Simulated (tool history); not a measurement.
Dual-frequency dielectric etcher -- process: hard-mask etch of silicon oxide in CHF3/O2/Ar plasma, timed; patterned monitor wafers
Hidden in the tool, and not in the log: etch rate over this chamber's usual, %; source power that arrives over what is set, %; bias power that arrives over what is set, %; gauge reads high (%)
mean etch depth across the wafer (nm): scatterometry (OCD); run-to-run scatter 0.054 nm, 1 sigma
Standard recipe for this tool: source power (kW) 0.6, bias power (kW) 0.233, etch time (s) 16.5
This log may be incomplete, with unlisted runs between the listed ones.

| run | hour | source power (kW) | bias power (kW) | etch time (s) | wafers since the last listed run | hours since the last wet clean | hours since the last source power generator calibration | hours since the last bias power generator calibration | hours since the last upper electrode change | hours since the gauge calibration | read-back reference wafer on the same gauge, depth_nm | mean etch depth across the wafer (nm) |
|---|---|---|---|---|---|---|---|---|---|---|---|---|
| 1 | 0 | 0.6 | 0.233 | 16.5 | 0 | 281.8 | 2430.1 | 1924.7 | 2337.6 | 162.2 | 29.3 | 36.41 |
|  | 10.7 | gauge calibrated |
| 2 | 15.6 | 0.6 | 0.233 | 16.5 | 322 | 297.4 | 2445.7 | 1940.3 | 2353.2 | 4.9 | 29.3 | 36.47 |
| 3 | 22.1 | 0.6 | 0.233 | 16.5 | 134 | 303.9 | 2452.2 | 1946.8 | 2359.7 | 11.4 | 29.28 | 36.43 |
| 4 | 28.3 | 0.6 | 0.233 | 16.5 | 128 | 310.1 | 2458.4 | 1953 | 2365.9 | 17.6 | 29.31 | 36.43 |
| 5 | 43.5 | 0.6 | 0.233 | 16.5 | 314 | 325.3 | 2473.6 | 1968.2 | 2381.1 | 32.8 | 29.29 | 36.53 |
| 6 | 58.6 | 0.6 | 0.233 | 16.5 | 312 | 340.4 | 2488.7 | 1983.3 | 2396.2 | 47.9 | 29.3 | 36.46 |
| 7 | 68.5 | 0.6 | 0.233 | 16.5 | 204 | 350.3 | 2498.6 | 1993.2 | 2406.1 | 57.8 | 29.29 | 36.46 |
| 8 | 82.2 | 0.6 | 0.233 | 16.5 | 283 | 364 | 2512.3 | 2006.9 | 2419.8 | 71.5 | 29.29 | 36.44 |
| 9 | 92.7 | 0.6 | 0.233 | 16.5 | 217 | 374.5 | 2522.8 | 2017.4 | 2430.3 | 82 | 29.31 | 36.61 |
| 10 | 105.9 | 0.6 | 0.233 | 16.5 | 273 | 387.7 | 2536 | 2030.6 | 2443.5 | 95.2 | 29.29 | 36.5 |
| 11 | 122 | 0.6 | 0.22 | 16.5 | 333 | 403.8 | 2552.1 | 2046.7 | 2459.6 | 111.3 | 29.3 | 36 |
| 12 | 138.4 | 0.6 | 0.233 | 16.5 | 339 | 420.2 | 2568.5 | 2063.1 | 2476 | 127.7 | 29.32 | 36.64 |
| 13 | 146.2 | 0.6 | 0.233 | 16.5 | 161 | 428 | 2576.3 | 2070.9 | 2483.8 | 135.5 | 29.31 | 36.51 |
|  | 160.2 | source power generator calibrated |
|  | 186 | wet clean of the chamber |
| 14 | 186.5 | 0.54 | 0.264 | 19 | 254 | 0.5 | 26.3 | 2111.2 | 2524.1 | 175.8 | 29.3 | 41.46 |
| 15 | 187.8 | 0.72 | 0.233 | 19 | 26 | 1.8 | 27.6 | 2112.5 | 2525.4 | 177.1 | 29.29 | 44.75 |
| 16 | 202.5 | 0.6 | 0.233 | 16.5 | 304 | 16.5 | 42.3 | 2127.2 | 2540.1 | 191.8 | 29.3 | 36.18 |
| 17 | 211.8 | 0.5 | 0.211 | 12.5 | 192 | 25.8 | 51.6 | 2136.5 | 2549.4 | 201.1 | 29.28 | 24.88 |
|  | 227.1 | gauge calibrated |
|  | 235.1 | bias power generator calibrated |
|  | 241.7 | upper electrode replaced |
| 18 | 242.2 | 0.69 | 0.258 | 16.5 | 409 | 56.2 | 82 | 7.1 | 0.5 | 15.1 | 29.29 | 39.25 |
| 19 | 242.5 | 0.6 | 0.233 | 16.5 | 6 | 56.5 | 82.3 | 7.4 | 0.8 | 15.4 | 29.31 | 36.2 |
| 20 | 245.5 | 0.68 | 0.203 | 16.5 | 62 | 59.5 | 85.3 | 10.4 | 3.8 | 18.4 | 29.3 | 36.67 |
| 21 | 262.4 | 0.73 | 0.233 | 16.5 | 349 | 76.4 | 102.2 | 27.3 | 20.7 | 35.3 | 29.28 | 39.1 |
| 22 | 279.7 | 0.47 | 0.233 | 16.5 | 357 | 93.7 | 119.5 | 44.6 | 38 | 52.6 | 29.31 | 33 |
| 23 | 292.7 | 0.56 | 0.263 | 21 | 268 | 106.7 | 132.5 | 57.6 | 51 | 65.6 | 29.31 | 46.52 |
| 24 | 301.2 | 0.71 | 0.21 | 18.5 | 175 | 115.2 | 141 | 66.1 | 59.5 | 74.1 | 29.29 | 42.37 |
| 25 | 311.8 | 0.6 | 0.249 | 12 | 219 | 125.8 | 151.6 | 76.7 | 70.1 | 84.7 | 29.3 | 26.9 |
| 26 | 319.3 | 0.6 | 0.233 | 16.5 | 155 | 133.3 | 159.1 | 84.2 | 77.6 | 92.2 | 29.31 | 36.29 |
| 27 | 334.2 | 0.6 | 0.187 | 18.5 | 308 | 148.2 | 174 | 99.1 | 92.5 | 107.1 | 29.31 | 38.49 |

Here are 4 independent what-if runs from the current tool condition. What would each one return?
| A | 334.6 | 0.72 | 0.233 | 16.5 | 8 | 148.6 | 174.4 | 99.5 | 92.9 | 107.5 | ? | ? |
| B | 334.6 | 0.56 | 0.263 | 16.5 | 8 | 148.6 | 174.4 | 99.5 | 92.9 | 107.5 | ? | ? |
| C | 334.6 | 0.52 | 0.233 | 16.5 | 8 | 148.6 | 174.4 | 99.5 | 92.9 | 107.5 | ? | ? |
| D | 334.6 | 0.6 | 0.273 | 21.5 | 8 | 148.6 | 174.4 | 99.5 | 92.9 | 107.5 | ? | ? |

| run | read-back reference wafer on the same gauge, depth_nm | mean etch depth across the wafer (nm) |
|---|---|---|
| A | 29.3 | 38.88 |
| B | 29.3 | 36.5 |
| C | 29.3 | 34.3 |
| D | 29.3 | 49.36 |
What these runs would have given with no unlogged condition in the tool:
| run | mean etch depth across the wafer (nm) |
|---|---|
| A | 38.77 |
| B | 36.4 |
| C | 34.2 |
| D | 49.23 |
